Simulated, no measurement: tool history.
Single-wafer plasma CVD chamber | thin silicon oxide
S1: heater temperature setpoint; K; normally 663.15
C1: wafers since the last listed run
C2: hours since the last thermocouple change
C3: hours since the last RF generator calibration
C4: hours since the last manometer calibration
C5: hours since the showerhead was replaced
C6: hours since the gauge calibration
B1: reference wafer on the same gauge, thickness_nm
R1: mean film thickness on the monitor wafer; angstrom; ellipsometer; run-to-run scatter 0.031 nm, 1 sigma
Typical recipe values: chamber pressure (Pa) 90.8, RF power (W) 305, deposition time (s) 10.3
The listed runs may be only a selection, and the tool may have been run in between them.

{"run": 1, "hour": 0.0, "S1": 663.15, "chamber pressure (Pa)": 90.8, "RF power (W)": 305, "deposition time (s)": 10.9, "C1": 0, "C2": 2148.2, "C3": 994.1, "C4": 2010.7, "C5": 4074.3, "C6": 201.9, "B1": 18.913, "R1": 156.92}
{"run": 2, "hour": 11.0, "S1": 663.15, "chamber pressure (Pa)": 90.8, "RF power (W)": 305, "deposition time (s)": 9.3, "C1": 401, "C2": 2159.2, "C3": 1005.1, "C4": 2021.7, "C5": 4085.3, "C6": 212.9, "B1": 18.897, "R1": 133.53}
{"run": 3, "hour": 21.8, "S1": 652.15, "chamber pressure (Pa)": 90.8, "RF power (W)": 305, "deposition time (s)": 10.7, "C1": 394, "C2": 2170, "C3": 1015.9, "C4": 2032.5, "C5": 4096.1, "C6": 223.7, "B1": 18.89, "R1": 155.25}
{"run": 4, "hour": 31.8, "S1": 652.15, "chamber pressure (Pa)": 90.8, "RF power (W)": 305, "deposition time (s)": 10.7, "C1": 365, "C2": 2180, "C3": 1025.9, "C4": 2042.5, "C5": 4106.1, "C6": 233.7, "B1": 18.889, "R1": 155.15}
{"run": 5, "hour": 45.8, "S1": 652.15, "chamber pressure (Pa)": 90.8, "RF power (W)": 305, "deposition time (s)": 10.7, "C1": 511, "C2": 2194, "C3": 1039.9, "C4": 2056.5, "C5": 4120.1, "C6": 247.7, "B1": 18.893, "R1": 155.09}
{"run": 6, "hour": 53.7, "S1": 663.15, "chamber pressure (Pa)": 90.8, "RF power (W)": 305, "deposition time (s)": 10.3, "C1": 288, "C2": 2201.9, "C3": 1047.8, "C4": 2064.4, "C5": 4128, "C6": 255.6, "B1": 18.898, "R1": 148.18}
{"run": 7, "hour": 102.3, "S1": 663.15, "chamber pressure (Pa)": 90.8, "RF power (W)": 305, "deposition time (s)": 10.3, "C1": 1774, "C2": 2250.5, "C3": 1096.4, "C4": 2113, "C5": 4176.6, "C6": 304.2, "B1": 18.896, "R1": 148.45}
{"hour": 106.7, "done": "gauge calibrated"}
{"hour": 121.0, "done": "capacitance manometer re-zeroed and calibrated"}
{"hour": 121.4, "done": "showerhead replaced"}
{"hour": 125.0, "done": "RF generator calibrated"}
{"run": 8, "hour": 138.0, "S1": 663.15, "chamber pressure (Pa)": 77.1, "RF power (W)": 305, "deposition time (s)": 10.3, "C1": 867, "C2": 2286.2, "C3": 13, "C4": 17, "C5": 16.6, "C6": 31.3, "B1": 18.901, "R1": 135.54}
{"run": 9, "hour": 148.2, "S1": 663.15, "chamber pressure (Pa)": 90.8, "RF power (W)": 305, "deposition time (s)": 10.3, "C1": 372, "C2": 2296.4, "C3": 23.2, "C4": 27.2, "C5": 26.8, "C6": 41.5, "B1": 18.89, "R1": 160.06}
{"run": 10, "hour": 155.7, "S1": 663.15, "chamber pressure (Pa)": 90.8, "RF power (W)": 305, "deposition time (s)": 10.3, "C1": 273, "C2": 2303.9, "C3": 30.7, "C4": 34.7, "C5": 34.3, "C6": 49, "B1": 18.895, "R1": 159.7}
{"run": 11, "hour": 172.9, "S1": 667.15, "chamber pressure (Pa)": 108.1, "RF power (W)": 330, "deposition time (s)": 9.5, "C1": 628, "C2": 2321.1, "C3": 47.9, "C4": 51.9, "C5": 51.5, "C6": 66.2, "B1": 18.898, "R1": 178.43}
{"run": 12, "hour": 187.3, "S1": 663.15, "chamber pressure (Pa)": 90.8, "RF power (W)": 305, "deposition time (s)": 10.9, "C1": 525, "C2": 2335.5, "C3": 62.3, "C4": 66.3, "C5": 65.9, "C6": 80.6, "B1": 18.915, "R1": 168.52}
{"run": 13, "hour": 194.7, "S1": 663.15, "chamber pressure (Pa)": 72.5, "RF power (W)": 305, "deposition time (s)": 10.3, "C1": 270, "C2": 2342.9, "C3": 69.7, "C4": 73.7, "C5": 73.3, "C6": 88, "B1": 18.904, "R1": 126.41}
{"hour": 212.7, "done": "thermocouple changed; heater temperature recalibrated"}
{"run": 14, "hour": 213.2, "S1": 673.15, "chamber pressure (Pa)": 90.8, "RF power (W)": 305, "deposition time (s)": 11.8, "C1": 383, "C2": 0.5, "C3": 88.2, "C4": 92.2, "C5": 91.8, "C6": 106.5, "B1": 18.902, "R1": 180.73}
{"run": 15, "hour": 220.8, "S1": 649.15, "chamber pressure (Pa)": 110.9, "RF power (W)": 335, "deposition time (s)": 11.6, "C1": 277, "C2": 8.1, "C3": 95.8, "C4": 99.8, "C5": 99.4, "C6": 114.1, "B1": 18.904, "R1": 225.97}
{"run": 16, "hour": 237.0, "S1": 663.15, "chamber pressure (Pa)": 108.5, "RF power (W)": 245, "deposition time (s)": 10.3, "C1": 591, "C2": 24.3, "C3": 112, "C4": 116, "C5": 115.6, "C6": 130.3, "B1": 18.916, "R1": 171.22}
{"run": 17, "hour": 244.7, "S1": 663.15, "chamber pressure (Pa)": 90.8, "RF power (W)": 305, "deposition time (s)": 12.3, "C1": 281, "C2": 32, "C3": 119.7, "C4": 123.7, "C5": 123.3, "C6": 138, "B1": 18.903, "R1": 189.46}
{"run": 18, "hour": 260.2, "S1": 668.15, "chamber pressure (Pa)": 90.8, "RF power (W)": 305, "deposition time (s)": 10.3, "C1": 566, "C2": 47.5, "C3": 135.2, "C4": 139.2, "C5": 138.8, "C6": 153.5, "B1": 18.9, "R1": 157.74}
{"run": 19, "hour": 266.4, "S1": 663.15, "chamber pressure (Pa)": 70.1, "RF power (W)": 305, "deposition time (s)": 8.3, "C1": 226, "C2": 53.7, "C3": 141.4, "C4": 145.4, "C5": 145, "C6": 159.7, "B1": 18.907, "R1": 97.89}
{"run": 20, "hour": 273.0, "S1": 673.15, "chamber pressure (Pa)": 90.8, "RF power (W)": 305, "deposition time (s)": 11.8, "C1": 241, "C2": 60.3, "C3": 148, "C4": 152, "C5": 151.6, "C6": 166.3, "B1": 18.891, "R1": 180.52}

Here are 4 independent what-if runs from the current tool condition. What would each one return?
{"run": "A", "hour": 273.4, "S1": 677.15, "chamber pressure (Pa)": 90.8, "RF power (W)": 305, "deposition time (s)": 10.3, "C1": 14, "C2": 60.7, "C3": 148.4, "C4": 152.4, "C5": 152, "C6": 166.7, "B1": "?", "R1": "?"}
{"run": "B", "hour": 273.4, "S1": 663.15, "chamber pressure (Pa)": 90.8, "RF power (W)": 360, "deposition time (s)": 10.3, "C1": 14, "C2": 60.7, "C3": 148.4, "C4": 152.4, "C5": 152, "C6": 166.7, "B1": "?", "R1": "?"}
{"run": "C", "hour": 273.4, "S1": 670.15, "chamber pressure (Pa)": 77.3, "RF power (W)": 305, "deposition time (s)": 9, "C1": 14, "C2": 60.7, "C3": 148.4, "C4": 152.4, "C5": 152, "C6": 166.7, "B1": "?", "R1": "?"}
{"run": "D", "hour": 273.4, "S1": 663.15, "chamber pressure (Pa)": 112.5, "RF power (W)": 305, "deposition time (s)": 10.3, "C1": 14, "C2": 60.7, "C3": 148.4, "C4": 152.4, "C5": 152, "C6": 166.7, "B1": "?", "R1": "?"}

run=A B1=18.896 R1=157.5
run=B B1=18.896 R1=169.54
run=C B1=18.896 R1=117.44
run=D B1=18.896 R1=194.78
Take away the tool's hidden state, keep each run's random variation, and the runs would have read:
run=A R1=160.06
run=B R1=172.3
run=C R1=119.35
run=D R1=197.33
